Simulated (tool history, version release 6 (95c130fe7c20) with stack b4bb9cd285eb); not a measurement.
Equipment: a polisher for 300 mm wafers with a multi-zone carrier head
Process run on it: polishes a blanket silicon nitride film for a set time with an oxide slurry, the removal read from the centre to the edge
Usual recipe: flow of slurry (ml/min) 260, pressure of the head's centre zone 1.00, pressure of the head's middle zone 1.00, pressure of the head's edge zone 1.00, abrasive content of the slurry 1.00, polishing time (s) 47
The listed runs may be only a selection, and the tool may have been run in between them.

run   hour  flow of slurry (ml/min)  pressure of the head's centre zone  pressure of the head's middle zone  pressure of the head's edge zone  abrasive content of the slurry  polishing time (s)  wafers since the last listed run  wafers polished on this pad  hours since the slurry nozzle was cleaned  hours since the centre zone pressure was calibrated  hours since the edge zone pressure was calibrated  hours since the carrier head's membrane was replaced  incoming thickness of the incoming film, nm  film removed at the wafer's centre (Å)  film removed at mid-radius (Å)  film removed at the wafer's edge (Å)
  1    0.0                      260                                1.00                                1.00                              1.00                            1.00                  47                                 0                           76                                       47.3                                                599.9                                              871.5                                                1006.6                                        370.3                                     432                             450                                   453
  2   13.7                      260                                1.07                                1.00                              1.00                            1.00                  47                               119                          195                                       61.0                                                613.6                                              885.2                                                1020.3                                        373.3                                     449                             442                                   452
  3   47.6                      260                                1.07                                1.00                              1.00                            1.00                  47                               294                          490                                       94.9                                                647.5                                              919.1                                                1054.2                                        373.3                                     448                             440                                   443
  4   60.4                      260                                1.07                                1.00                              1.00                            1.00                  47                               111                          601                                      107.7                                                660.3                                              931.9                                                1067.0                                        373.5                                     436                             444                                   447
  5  102.1                      260                                1.00                                1.00                              1.00                            0.80                  47                               362                          964                                      149.4                                                702.0                                              973.6                                                1108.7                                        371.1                                     364                             393                                   404
     116.2  -- worn pad replaced by a new one
  6  128.4                      260                                1.00                                1.00                              1.00                            0.80                  47                               193                          105                                      175.7                                                728.3                                              999.9                                                1135.0                                        372.7                                     361                             386                                   406
  7  159.5                      260                                1.00                                1.00                              1.00                            1.00                  47                               270                          376                                      206.8                                                759.4                                             1031.0                                                1166.1                                        372.7                                     404                             440                                   441
     261.4  -- worn pad replaced by a new one
  8  264.0                      260                                1.00                                1.00                              1.00                            1.00                  47                               874                           22                                      311.3                                                863.9                                             1135.5                                                1270.6                                        372.2                                     395                             437                                   440
  9  284.7                      260                                1.00                                1.00                              1.00                            1.20                  47                               180                          202                                      332.0                                                884.6                                             1156.2                                                1291.3                                        363.6                                     423                             472                                   478
     290.8  -- slurry nozzle cleaned
 10  313.6                      260                                1.00                                1.00                              1.00                            1.20                  47                               242                          444                                       22.8                                                913.5                                             1185.1                                                1320.2                                        366.5                                     436                             497                                   497
 11  331.2                      285                                1.00                                1.00                              1.00                            1.00                  47                               153                          598                                       40.4                                                931.1                                             1202.7                                                1337.8                                        373.9                                     406                             449                                   467
 12  357.8                      215                                1.00                                1.00                              1.00                            1.00                  47                               231                          829                                       67.0                                                957.7                                             1229.3                                                1364.4                                        369.3                                     381                             440                                   449
     379.4  -- worn pad replaced by a new one
     381.0  -- edge zone pressure recalibrated
 13  381.5                      260                                1.00                                1.00                              1.00                            1.00                  47                               157                            4                                       90.7                                                981.4                                                0.5                                                1388.1                                        372.8                                     385                             449                                   454
 14  415.1                      230                                0.91                                1.00                              1.06                            1.20                  47                               292                          296                                      124.3                                               1015.0                                               34.1                                                1421.7                                        373.0                                     374                             470                                   501
     426.1  -- carrier head's membrane replaced by a new one
 15  430.2                      260                                1.00                                1.00                              1.00                            1.10                  43                                87                          384                                      139.4                                               1030.1                                               49.2                                                   4.1                                        370.0                                     363                             422                                   428
 16  457.6                      260                                1.00                                0.95                              1.00                            1.00                  47                               238                          622                                      166.8                                               1057.5                                               76.6                                                  31.5                                        369.5                                     380                             422                                   454
     477.4  -- centre zone pressure recalibrated
 17  482.9                      260                                1.00                                1.00                              1.00                            1.00                  47                               202                          825                                      192.1                                                  5.5                                              101.9                                                  56.8                                        370.2                                     430                             437                                   447
     504.5  -- worn pad replaced by a new one
 18  516.7                      335                                1.00                                1.00                              1.05                            1.00                  47                               259                          106                                      225.9                                                 39.3                                              135.7                                                  90.6                                        376.1                                     428                             457                                   460
 19  530.3                      260                                1.00                                1.00                              0.96                            0.85                  47                               118                          224                                      239.5                                                 52.9                                              149.3                                                 104.2                                        367.2                                     387                             407                                   405
 20  563.5                      260                                1.05                                1.00                              0.90                            1.00                  47                               288                          513                                      272.7                                                 86.1                                              182.5                                                 137.4                                        367.7                                     436                             434                                   431
 21  597.6                      335                                1.12                                1.00                              1.00                            0.80                  57                               296                          810                                      306.8                                                120.2                                              216.6                                                 171.5                                        373.2                                     517                             485                                   504

Branching from run 21: 4 alternative next runs. What would each branch give?
  A  598.0                      260                                1.00                                1.00                              1.00                            1.00                  47                                 3                          813                                      307.2                                                120.6                                              217.0                                                 171.9                                        363.4                                       ?                               ?                                     ?
  B  598.0                      260                                1.00                                0.94                              1.00                            1.00                  47                                 3                          813                                      307.2                                                120.6                                              217.0                                                 171.9                                        363.4                                       ?                               ?                                     ?
  C  598.0                      260                                1.00                                1.04                              1.05                            1.00                  47                                 3                          813                                      307.2                                                120.6                                              217.0                                                 171.9                                        363.4                                       ?                               ?                                     ?
  D  598.0                      260                                1.00                                1.00                              0.94                            1.00                  47                                 3                          813                                      307.2                                                120.6                                              217.0                                                 171.9                                        363.4                                       ?                               ?                                     ?

run  film removed at the wafer's centre (Å)  film removed at mid-radius (Å)  film removed at the wafer's edge (Å)
  A                                     416                             436                                   451
  B                                     416                             414                                   451
  C                                     416                             451                                   461
  D                                     416                             436                                   438
Take away the tool's hidden state, keep each run's random variation, and the runs would have read:
run  film removed at the wafer's centre (Å)  film removed at mid-radius (Å)  film removed at the wafer's edge (Å)
  A                                     441                             456                                   466
  B                                     441                             433                                   466
  C                                     441                             471                                   477
  D                                     441                             456                                   452
